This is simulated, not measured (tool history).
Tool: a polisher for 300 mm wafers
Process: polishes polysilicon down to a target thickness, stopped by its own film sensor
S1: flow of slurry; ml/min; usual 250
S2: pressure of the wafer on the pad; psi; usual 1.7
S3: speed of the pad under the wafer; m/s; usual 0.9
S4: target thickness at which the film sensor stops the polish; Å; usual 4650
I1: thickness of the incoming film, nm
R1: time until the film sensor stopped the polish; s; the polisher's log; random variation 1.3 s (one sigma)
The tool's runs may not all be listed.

run,hour,S1,S2,S3,S4,I1,R1
1,0,195,1.7,1.08,4650,778.7,68.4
# hour 58: head pressure recalibrated
2,101.3,250,1.7,0.9,3870,777.8,94.6
3,195,250,1.7,0.9,4650,769,76.1
# hour 196.1: slurry nozzle cleaned
# hour 394.3: worn pad replaced by a new one
4,423.2,250,1.7,0.9,4650,772.5,76.5
5,463.5,250,1.7,0.9,4650,774.9,76.2
6,565,270,1.7,0.9,4650,768.8,74.7
7,647,270,1.7,0.9,4650,765.9,74.3
# hour 655.3: slurry nozzle cleaned
8,715.8,270,1.7,0.9,4650,773,78.1
9,778.7,250,1.7,0.9,4650,769.6,77.9
10,845.4,250,1.7,0.9,4650,780.9,81.3
# hour 900.7: head pressure recalibrated
# hour 903.7: worn pad replaced by a new one
11,1045,250,1.7,0.9,4650,773.4,75.6
# hour 1121.7: slurry nozzle cleaned
12,1135.8,250,1.7,0.9,4650,775.2,79.6
13,1189.1,250,1.7,0.9,4650,760.6,75.1
14,1254.6,250,1.7,0.9,4650,776.8,78.3
15,1292.7,250,1.9,0.9,4650,769.9,68.1
# hour 1312.5: worn pad replaced by a new one
16,1387.3,250,1.7,0.66,5510,769.4,66.1
17,1427.5,250,1.7,0.64,4650,771.9,93
# hour 1557.7: slurry nozzle cleaned
18,1697.2,250,1.5,1.1,4650,763.5,76.8
# hour 1733.7: worn pad replaced by a new one
19,1736.8,170,1.7,1,4650,769,67.8
# hour 1778.5: head pressure recalibrated
20,1785.7,250,1.7,0.9,4650,768.6,71.5
21,1874.4,250,1.7,0.9,4650,766.6,74.8
# hour 1981.9: slurry nozzle cleaned
22,1985.3,250,1.7,0.9,4650,760.7,72.7
23,2074.1,250,1.5,0.9,4650,785.1,90.3
24,2113.8,175,1.1,1.12,5270,780.2,89
25,2167.1,250,1.7,0.74,4650,764.4,88.6
# hour 2177: worn pad replaced by a new one
26,2237.8,250,1.3,0.9,4650,765.6,95.9
27,2277.3,250,1.7,0.9,4650,775.7,73.3
28,2350.3,250,1.7,1.08,4650,780,67.1
29,2394.7,250,1.7,0.9,4650,763.7,74.7

Some steps in R1 between neighbouring runs. How much of each would the tool show without its hidden state too (settings, what came in, random variation), and how much is left for the hidden state, with any gauge scatter that isn't in both results?
The hidden state here: removal rate lost through wear of the pad, %; slurry flow missing at the pad, %; deviation of the head's pressure from its setpoint, %.
Run 1 -> 2: S1 195 -> 250, S3 1.08 -> 0.9, S4 4650 -> 3870, head pressure recalibrated. R1 +26.2 s: hidden state +2.3, all else +23.9.
Run 16 -> 17: S3 0.66 -> 0.64, S4 5510 -> 4650. R1 +26.9 s: hidden state +1.3, all else +25.6.
Run 18 -> 19: S1 250 -> 170, S2 1.5 -> 1.7, S3 1.1 -> 1, worn pad replaced by a new one. R1 -9 s: hidden state -5.7, all else -3.3.
Run 25 -> 26: S2 1.7 -> 1.3, S3 0.74 -> 0.9, worn pad replaced by a new one. R1 +7.3 s: hidden state -5.7, all else +13.

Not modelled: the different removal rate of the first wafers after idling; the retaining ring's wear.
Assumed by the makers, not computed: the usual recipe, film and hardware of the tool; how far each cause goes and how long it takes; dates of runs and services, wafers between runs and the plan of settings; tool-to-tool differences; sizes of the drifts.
